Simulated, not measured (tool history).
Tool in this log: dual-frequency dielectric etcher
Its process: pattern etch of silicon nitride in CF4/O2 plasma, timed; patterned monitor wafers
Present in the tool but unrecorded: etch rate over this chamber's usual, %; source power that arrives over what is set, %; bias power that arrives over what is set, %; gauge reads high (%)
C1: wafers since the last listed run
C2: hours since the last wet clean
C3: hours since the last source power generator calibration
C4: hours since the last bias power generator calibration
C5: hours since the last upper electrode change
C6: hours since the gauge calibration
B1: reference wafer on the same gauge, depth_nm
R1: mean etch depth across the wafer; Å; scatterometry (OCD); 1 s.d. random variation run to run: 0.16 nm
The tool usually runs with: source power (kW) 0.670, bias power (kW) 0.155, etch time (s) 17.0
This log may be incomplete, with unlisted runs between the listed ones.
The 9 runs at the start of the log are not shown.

Run 10, day 19.062: usual settings; C1 551; C2 315.5; C3 1828.0; C4 1616.5; C5 2512.2; C6 681.4; B1 42.80. Result: R1 394.8 Å.
At day 22.762: wet clean of the chamber.
Run 11, day 26.267: usual settings; C1 2385; C2 84.1; C3 2000.9; C4 1789.4; C5 2685.1; C6 854.3; B1 42.79. Result: R1 396.3 Å.
Run 12, day 28.000: usual settings; C1 666; C2 125.7; C3 2042.5; C4 1831.0; C5 2726.7; C6 895.9; B1 42.86. Result: R1 393.7 Å.
Run 13, day 30.612: usual settings but etch time (s) 16.0; C1 1004; C2 188.4; C3 2105.2; C4 1893.7; C5 2789.4; C6 958.6; B1 42.78. Result: R1 368.6 Å.
Run 14, day 33.283: usual settings but etch time (s) 16.0; C1 1026; C2 252.5; C3 2169.3; C4 1957.8; C5 2853.5; C6 1022.7; B1 42.82. Result: R1 367.5 Å.
At day 33.696: bias power generator calibrated.
Run 15, day 35.754: usual settings but source power (kW) 0.520, bias power (kW) 0.116, etch time (s) 20.5; C1 885; C2 311.8; C3 2228.6; C4 49.4; C5 2912.8; C6 1082.0; B1 42.85. Result: R1 332.1 Å.
At day 37.042: wet clean of the chamber.
Run 16, day 37.800: usual settings but source power (kW) 0.820, bias power (kW) 0.140, etch time (s) 14.0; C1 402; C2 18.2; C3 2277.7; C4 98.5; C5 2961.9; C6 1131.1; B1 42.83. Result: R1 389.6 Å.
Run 17, day 40.796: usual settings; C1 1151; C2 90.1; C3 2349.6; C4 170.4; C5 3033.8; C6 1203.0; B1 42.81. Result: R1 394.5 Å.
At day 41.929: upper electrode replaced.
At day 42.133: gauge calibrated.
Run 18, day 43.421: usual settings but source power (kW) 0.520; C1 624; C2 153.1; C3 2412.6; C4 233.4; C5 35.8; C6 30.9; B1 42.79. Result: R1 297.1 Å.
Run 19, day 44.579: usual settings but source power (kW) 0.630, bias power (kW) 0.184; C1 445; C2 180.9; C3 2440.4; C4 261.2; C5 63.6; C6 58.7; B1 42.78. Result: R1 388.0 Å.
Run 20, day 47.017: usual settings; C1 937; C2 239.4; C3 2498.9; C4 319.7; C5 122.1; C6 117.2; B1 42.81. Result: R1 389.2 Å.
Run 21, day 48.529: usual settings but source power (kW) 0.570, bias power (kW) 0.141, etch time (s) 21.0; C1 581; C2 275.7; C3 2535.2; C4 356.0; C5 158.4; C6 153.5; B1 42.83. Result: R1 391.6 Å.
Run 22, day 50.917: usual settings but source power (kW) 0.780, bias power (kW) 0.142; C1 917; C2 333.0; C3 2592.5; C4 413.3; C5 215.7; C6 210.8; B1 42.82. Result: R1 441.9 Å.
At day 53.754: wet clean of the chamber.
Run 23, day 53.775: usual settings; C1 714; C2 0.5; C3 2661.1; C4 481.9; C5 284.3; C6 279.4; B1 42.83. Result: R1 387.3 Å.
At day 54.404: source power generator calibrated.
Run 24, day 55.750: usual settings but etch time (s) 15.0; C1 695; C2 47.9; C3 32.3; C4 529.3; C5 331.7; C6 326.8; B1 42.76. Result: R1 366.3 Å.
Run 25, day 56.983: usual settings but source power (kW) 0.740, etch time (s) 13.0; C1 474; C2 77.5; C3 61.9; C4 558.9; C5 361.3; C6 356.4; B1 42.82. Result: R1 352.9 Å.

The next listed run, before its measurement:
Run 26, day 59.488: usual settings but source power (kW) 0.590; C1 962; C2 137.6; C3 122.0; C4 619.0; C5 421.4; C6 416.5; B1 ?. Result: R1 ?.

Run 26 yielded B1 42.80, R1 358.5 Å.
With the hidden condition absent and the run-to-run variation left alone, this run would have shown R1 357.0 Å.

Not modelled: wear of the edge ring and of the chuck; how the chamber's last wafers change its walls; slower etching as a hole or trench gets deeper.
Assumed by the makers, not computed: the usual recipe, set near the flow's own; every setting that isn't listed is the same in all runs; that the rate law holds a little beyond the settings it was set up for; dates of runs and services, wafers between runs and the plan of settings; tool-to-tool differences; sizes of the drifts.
